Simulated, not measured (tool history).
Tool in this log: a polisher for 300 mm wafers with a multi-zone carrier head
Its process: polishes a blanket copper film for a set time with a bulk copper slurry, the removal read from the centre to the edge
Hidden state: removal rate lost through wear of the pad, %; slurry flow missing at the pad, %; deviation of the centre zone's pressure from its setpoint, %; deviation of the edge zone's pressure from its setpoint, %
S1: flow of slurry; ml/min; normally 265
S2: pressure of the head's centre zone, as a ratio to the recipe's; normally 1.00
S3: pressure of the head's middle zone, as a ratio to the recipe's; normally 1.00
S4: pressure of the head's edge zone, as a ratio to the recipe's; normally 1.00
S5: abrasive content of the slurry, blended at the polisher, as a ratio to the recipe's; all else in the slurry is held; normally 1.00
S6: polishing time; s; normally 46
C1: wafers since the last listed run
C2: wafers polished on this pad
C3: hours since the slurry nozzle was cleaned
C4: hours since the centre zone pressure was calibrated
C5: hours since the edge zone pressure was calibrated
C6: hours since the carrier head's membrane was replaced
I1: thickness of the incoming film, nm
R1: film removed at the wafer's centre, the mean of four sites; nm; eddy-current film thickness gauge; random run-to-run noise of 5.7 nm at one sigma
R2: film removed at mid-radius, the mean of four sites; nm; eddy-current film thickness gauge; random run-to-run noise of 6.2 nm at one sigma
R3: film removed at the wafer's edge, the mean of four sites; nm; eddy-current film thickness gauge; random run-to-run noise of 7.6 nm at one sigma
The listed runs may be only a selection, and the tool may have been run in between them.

| run | day | S1 | S2 | S3 | S4 | S5 | S6 | C1 | C2 | C3 | C4 | C5 | C6 | I1 | R1 | R2 | R3 |
|---|---|---|---|---|---|---|---|---|---|---|---|---|---|---|---|---|---|
| 1 | 0.000 | 265 | 1.00 | 1.00 | 1.00 | 1.00 | 46 | 0 | 334 | 399.0 | 893.2 | 500.5 | 1247.9 | 2541.8 | 557.8 | 542.1 | 559.2 |
| 2 | 0.888 | 195 | 0.92 | 1.00 | 1.00 | 1.00 | 46 | 175 | 509 | 420.3 | 914.5 | 521.8 | 1269.2 | 2503.5 | 469.2 | 499.5 | 536.7 |
| 3 | 1.158 | 195 | 0.92 | 1.00 | 1.00 | 1.00 | 46 | 53 | 562 | 426.8 | 921.0 | 528.3 | 1275.7 | 2593.9 | 464.5 | 496.7 | 530.6 |
| 4 | 1.488 | 265 | 1.09 | 1.00 | 1.00 | 1.00 | 46 | 64 | 627 | 434.7 | 928.9 | 536.2 | 1283.6 | 2533.8 | 600.0 | 523.1 | 535.7 |
|  | 1.862 | worn pad replaced by a new one |
| 5 | 2.021 | 265 | 1.09 | 1.00 | 1.00 | 1.00 | 46 | 72 | 31 | 447.5 | 941.7 | 549.0 | 1296.4 | 2530.2 | 610.7 | 529.1 | 563.5 |
| 6 | 2.279 | 265 | 1.09 | 1.00 | 1.00 | 1.00 | 46 | 50 | 82 | 453.7 | 947.9 | 555.2 | 1302.6 | 2499.0 | 598.0 | 533.5 | 566.7 |
| 7 | 2.942 | 265 | 1.00 | 1.00 | 0.92 | 1.00 | 46 | 130 | 213 | 469.6 | 963.8 | 571.1 | 1318.5 | 2552.8 | 551.7 | 538.4 | 537.5 |
| 8 | 3.275 | 265 | 1.00 | 1.00 | 0.92 | 1.00 | 46 | 65 | 279 | 477.6 | 971.8 | 579.1 | 1326.5 | 2552.9 | 555.5 | 526.3 | 535.8 |
| 9 | 3.662 | 265 | 1.00 | 0.96 | 1.00 | 1.00 | 46 | 76 | 355 | 486.9 | 981.1 | 588.4 | 1335.8 | 2539.7 | 539.3 | 516.3 | 544.5 |
| 10 | 4.067 | 265 | 1.00 | 1.00 | 1.00 | 1.00 | 46 | 79 | 435 | 496.6 | 990.8 | 598.1 | 1345.5 | 2535.0 | 540.6 | 512.7 | 561.5 |
| 11 | 4.546 | 265 | 1.00 | 0.97 | 1.00 | 0.90 | 46 | 94 | 529 | 508.1 | 1002.3 | 609.6 | 1357.0 | 2537.3 | 539.8 | 497.6 | 523.7 |
|  | 5.233 | slurry nozzle cleaned |
| 12 | 5.250 | 265 | 1.00 | 0.97 | 1.00 | 1.00 | 46 | 130 | 660 | 0.4 | 1019.2 | 626.5 | 1373.9 | 2578.0 | 566.8 | 530.0 | 575.3 |
|  | 5.642 | edge zone pressure recalibrated |
| 13 | 5.658 | 265 | 1.00 | 1.00 | 1.00 | 1.00 | 46 | 64 | 724 | 10.2 | 1029.0 | 0.4 | 1383.7 | 2590.2 | 566.8 | 543.9 | 564.6 |
| 14 | 6.025 | 265 | 1.00 | 0.90 | 1.00 | 0.90 | 46 | 72 | 797 | 19.0 | 1037.8 | 9.2 | 1392.5 | 2562.5 | 556.6 | 506.3 | 561.3 |
|  | 6.254 | worn pad replaced by a new one |
|  | 7.167 | carrier head's membrane replaced by a new one |
| 15 | 7.888 | 265 | 1.07 | 1.00 | 1.00 | 1.00 | 46 | 293 | 281 | 63.7 | 1082.5 | 53.9 | 17.3 | 2603.0 | 625.5 | 552.1 | 569.3 |
| 16 | 8.462 | 265 | 0.89 | 1.00 | 0.96 | 1.15 | 46 | 113 | 394 | 77.5 | 1096.3 | 67.7 | 31.1 | 2586.0 | 523.6 | 562.5 | 565.9 |
| 17 | 8.929 | 265 | 1.09 | 0.94 | 1.11 | 1.00 | 62 | 92 | 486 | 88.7 | 1107.5 | 78.9 | 42.3 | 2515.5 | 816.6 | 692.9 | 787.0 |
| 18 | 9.238 | 265 | 0.95 | 1.00 | 1.00 | 1.00 | 46 | 60 | 547 | 96.1 | 1114.9 | 86.3 | 49.7 | 2560.9 | 533.2 | 547.7 | 568.9 |
|  | 9.367 | centre zone pressure recalibrated |
| 19 | 9.612 | 320 | 1.09 | 1.00 | 1.00 | 1.00 | 46 | 57 | 605 | 105.1 | 5.9 | 95.3 | 58.7 | 2549.5 | 630.7 | 536.8 | 570.3 |
|  | 10.021 | worn pad replaced by a new one |
| 20 | 10.654 | 265 | 1.11 | 1.00 | 1.00 | 1.00 | 38 | 172 | 124 | 130.1 | 30.9 | 120.3 | 83.7 | 2608.8 | 533.9 | 461.3 | 487.4 |
| 21 | 11.538 | 265 | 1.00 | 1.00 | 0.88 | 1.00 | 51 | 174 | 299 | 151.3 | 52.1 | 141.5 | 104.9 | 2505.5 | 627.2 | 614.1 | 602.9 |
| 22 | 12.000 | 265 | 1.00 | 0.90 | 1.00 | 0.90 | 46 | 91 | 390 | 162.4 | 63.2 | 152.6 | 116.0 | 2547.5 | 560.3 | 501.0 | 553.9 |

Alternative continuations, all from the tool just after run 22; predict every row:
| A | 12.017 | 265 | 1.00 | 1.11 | 1.00 | 1.00 | 46 | 3 | 393 | 162.8 | 63.6 | 153.0 | 116.4 | 2545.0 | ? | ? | ? |
| B | 12.017 | 265 | 0.92 | 1.00 | 1.11 | 1.00 | 46 | 3 | 393 | 162.8 | 63.6 | 153.0 | 116.4 | 2545.0 | ? | ? | ? |
| C | 12.017 | 265 | 1.00 | 1.00 | 1.12 | 1.25 | 46 | 3 | 393 | 162.8 | 63.6 | 153.0 | 116.4 | 2545.0 | ? | ? | ? |

| run | R1 | R2 | R3 |
|---|---|---|---|
| A | 569.7 | 585.3 | 574.3 |
| B | 523.4 | 545.4 | 596.6 |
| C | 592.8 | 567.7 | 623.3 |
Without the tool's unlogged condition, the same runs would have read:
| run | R1 | R2 | R3 |
|---|---|---|---|
| A | 596.6 | 611.8 | 597.6 |
| B | 548.1 | 570.1 | 620.8 |
| C | 620.8 | 593.3 | 648.6 |
